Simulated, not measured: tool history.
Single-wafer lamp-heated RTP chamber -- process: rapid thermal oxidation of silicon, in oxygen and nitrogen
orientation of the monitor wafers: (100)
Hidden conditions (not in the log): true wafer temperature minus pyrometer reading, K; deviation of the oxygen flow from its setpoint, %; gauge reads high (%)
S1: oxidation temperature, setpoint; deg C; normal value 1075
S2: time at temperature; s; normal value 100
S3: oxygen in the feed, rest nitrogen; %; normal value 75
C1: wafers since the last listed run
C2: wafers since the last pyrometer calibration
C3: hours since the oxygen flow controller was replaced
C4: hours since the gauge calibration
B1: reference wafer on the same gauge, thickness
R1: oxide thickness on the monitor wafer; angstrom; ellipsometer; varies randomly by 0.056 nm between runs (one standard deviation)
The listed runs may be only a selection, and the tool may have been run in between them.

run    hour    S1   S2  S3    C1    C2      C3      C4      B1      R1
  1     0.0  1075  100  57     0  1884  3424.7  2734.3  10.000   94.62
  2    98.8  1075   74  75   631  2515  3523.5  2833.1   9.995   91.68
  3   182.3  1075   74  75   533  3048  3607.0  2916.6  10.020   91.22
  4   239.3  1075   74  75   364  3413  3664.0  2973.6   9.990   90.57
  5   544.0  1075  100  95  1946  5360  3968.7  3278.3   9.999  114.35
  6   601.2  1075  100  95   365  5725  4025.9  3335.5  10.002  113.89
  7   678.7  1075  122  59   495  6220  4103.4  3413.0  10.000  104.72
  8   778.2  1075  122  59   635  6856  4202.9  3512.5   9.979  104.31
  9   816.1  1075  100  75   242  7098  4240.8  3550.4  10.021  103.09
      875.8  -- pyrometer window cleaned and pyrometer calibrated
 10   876.3  1075  100  75   333     3  4301.0  3610.6  10.007  105.16
 11   920.2  1090  100  75   280   283  4344.9  3654.5  10.031  114.57
 12   988.2  1075  100  75   434   718  4412.9  3722.5   9.991  104.30
 13  1051.3  1075  100  75   403  1121  4476.0  3785.6  10.005  105.01
 14  1092.3  1101  121  75   261  1383  4517.0  3826.6  10.011  135.72
 15  1362.7  1075  100  75  1727  3111  4787.4  4097.0  10.025  104.90
     1383.4  -- gauge calibrated
 16  1463.0  1075   75  75   640  3752  4887.7    79.6  10.026   91.73
 17  1509.7  1075  100  65   298  4050  4934.4   126.3  10.006   98.92
 18  1615.3  1089  100  75   674  4725  5040.0   231.9   9.966  113.05
     1669.2  -- oxygen flow controller replaced
 19  1688.4  1104  144  75   415  5141    19.2   305.0  10.025  148.78
 20  1727.0  1075   81  56   246  5387    57.8   343.6  10.032   84.59

Run 21 has not been measured yet. What should we expect?
 21  1819.2  1051  150  53  589  5976  150.0  435.8   ?   ?

Run 21 measured B1 9.963, R1 93.98 angstrom.
The same run, on a tool lacking any hidden state, would have yielded R1 93.98 angstrom.

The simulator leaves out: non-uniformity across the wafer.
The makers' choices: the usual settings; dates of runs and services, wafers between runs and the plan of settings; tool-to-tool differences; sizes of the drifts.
